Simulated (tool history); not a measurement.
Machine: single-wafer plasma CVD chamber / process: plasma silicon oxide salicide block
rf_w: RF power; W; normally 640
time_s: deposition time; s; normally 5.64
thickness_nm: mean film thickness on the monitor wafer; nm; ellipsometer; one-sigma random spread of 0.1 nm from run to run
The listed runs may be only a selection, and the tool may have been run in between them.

| run | hour | rf_w | time_s | read-back reference wafer on the same gauge, thickness_nm | thickness_nm |
|---|---|---|---|---|---|
| 1 | 0 | 640 | 5.64 | 66.908 | 54.543 |
| 2 | 7.5 | 640 | 5.64 | 66.91 | 54.666 |
| 3 | 18.6 | 640 | 5.64 | 66.883 | 54.813 |
| 4 | 33.1 | 640 | 5.64 | 66.913 | 54.516 |
| 5 | 46.1 | 560 | 5.64 | 66.893 | 51.6 |
| 6 | 53 | 560 | 5.64 | 66.901 | 51.579 |
| 7 | 61.3 | 640 | 5.64 | 66.888 | 54.422 |
| 8 | 76.7 | 640 | 5.64 | 66.905 | 54.3 |
| 9 | 93.2 | 640 | 5.64 | 66.858 | 54.47 |
| 10 | 103 | 740 | 5.94 | 66.885 | 60.432 |
| 11 | 113.3 | 640 | 5.64 | 66.933 | 56.033 |
| 12 | 125.8 | 575 | 5.98 | 66.862 | 56.984 |
| 13 | 149.1 | 725 | 5.94 | 66.878 | 62.118 |
| 14 | 156.6 | 535 | 5.22 | 66.883 | 48.02 |
| 15 | 166.4 | 575 | 5.64 | 66.88 | 53.674 |
| 16 | 183.1 | 540 | 5.64 | 66.921 | 52.182 |
| 17 | 198 | 530 | 5.11 | 66.902 | 46.774 |
| 18 | 210.8 | 735 | 4.61 | 66.909 | 48.271 |
| 19 | 224.9 | 640 | 5.64 | 66.897 | 56.032 |

Put back what was entered between runs (3 entries, withheld): which listed runs does each sit between, and how does the hidden state differ from the listed run before to the listed run after?
Runs 8 to 9: gauge calibrated (hour 87.7)
  delivered RF power above the setpoint (%): -7.79 -> -8.09
  measured value less the no-hidden-state value, thickness_nm: -1.841 -> -1.925 nm
Runs 10 to 11: RF generator calibrated (hour 112.8)
  delivered RF power above the setpoint (%): -8.27 -> -0.678
  measured value less the no-hidden-state value, thickness_nm: -2.188 -> -0.155 nm
Runs 12 to 13: showerhead replaced (hour 148.6)
  delivered RF power above the setpoint (%): -0.68 -> -0.693
  measured value less the no-hidden-state value, thickness_nm: -0.158 -> -0.175 nm
